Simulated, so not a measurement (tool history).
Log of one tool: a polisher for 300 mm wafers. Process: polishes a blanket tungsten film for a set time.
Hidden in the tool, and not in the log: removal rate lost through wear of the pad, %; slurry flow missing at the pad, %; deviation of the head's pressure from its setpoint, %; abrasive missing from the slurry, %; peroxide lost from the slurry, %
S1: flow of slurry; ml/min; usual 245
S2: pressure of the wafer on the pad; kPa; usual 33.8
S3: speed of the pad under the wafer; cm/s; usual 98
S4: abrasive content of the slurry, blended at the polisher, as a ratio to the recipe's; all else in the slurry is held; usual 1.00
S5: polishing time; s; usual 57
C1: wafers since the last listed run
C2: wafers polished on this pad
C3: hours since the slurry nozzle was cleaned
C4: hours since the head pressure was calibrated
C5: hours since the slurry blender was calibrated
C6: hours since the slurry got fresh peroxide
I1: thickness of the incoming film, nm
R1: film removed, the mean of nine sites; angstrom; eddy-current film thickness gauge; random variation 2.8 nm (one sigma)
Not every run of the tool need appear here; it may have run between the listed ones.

run   hour   S1    S2   S3    S4  S5   C1   C2     C3     C4     C5     C6      I1    R1
  1    0.0  245  27.6   98  1.00  57    0  850  465.3  777.2  218.2   58.5  1218.5  2429
  2    9.0  245  33.8   98  1.00  57  123  974  474.3  786.2  227.2   67.5  1205.9  2964
      21.8  -- worn pad replaced by a new one
  3   22.3  245  33.8   98  1.00  57  127    6  487.6  799.5  240.5   80.8  1199.7  2901
  4   29.6  245  33.8  110  1.00  57   99  106  494.9  806.8  247.8   88.1  1198.8  3180
  5   42.9  245  33.8  110  1.00  57  181  288  508.2  820.1  261.1  101.4  1199.3  3141
  6   55.6  245  33.8  110  1.00  57  173  461  520.9  832.8  273.8  114.1  1193.2  3131
      64.8  -- slurry tank refilled with fresh slurry and peroxide
      70.1  -- head pressure recalibrated
  7   73.4  245  33.8   98  1.15  57  202  664  538.7    3.3  291.6    8.6  1211.1  3191
      80.8  -- slurry nozzle cleaned
  8   98.9  245  33.8   98  1.00  57  335  999   18.1   28.8  317.1   34.1  1230.8  2973
     109.1  -- worn pad replaced by a new one
  9  115.1  315  40.0   98  1.10  57  166   82   34.3   45.0  333.3   50.3  1227.7  3629
     122.4  -- slurry blender recalibrated
 10  123.7  245  33.8   98  1.00  57   90  172   42.9   53.6    1.3   58.9  1237.1  2924

Run 11 comes next. What will it give?
 11  133.2  245  33.8  98  0.75  69  129  302  52.4  63.1  10.8  68.4  1196.6   ?

Run 11 gave R1 3427 angstrom.
Without the tool's hidden state the same run would have given R1 3773 angstrom.

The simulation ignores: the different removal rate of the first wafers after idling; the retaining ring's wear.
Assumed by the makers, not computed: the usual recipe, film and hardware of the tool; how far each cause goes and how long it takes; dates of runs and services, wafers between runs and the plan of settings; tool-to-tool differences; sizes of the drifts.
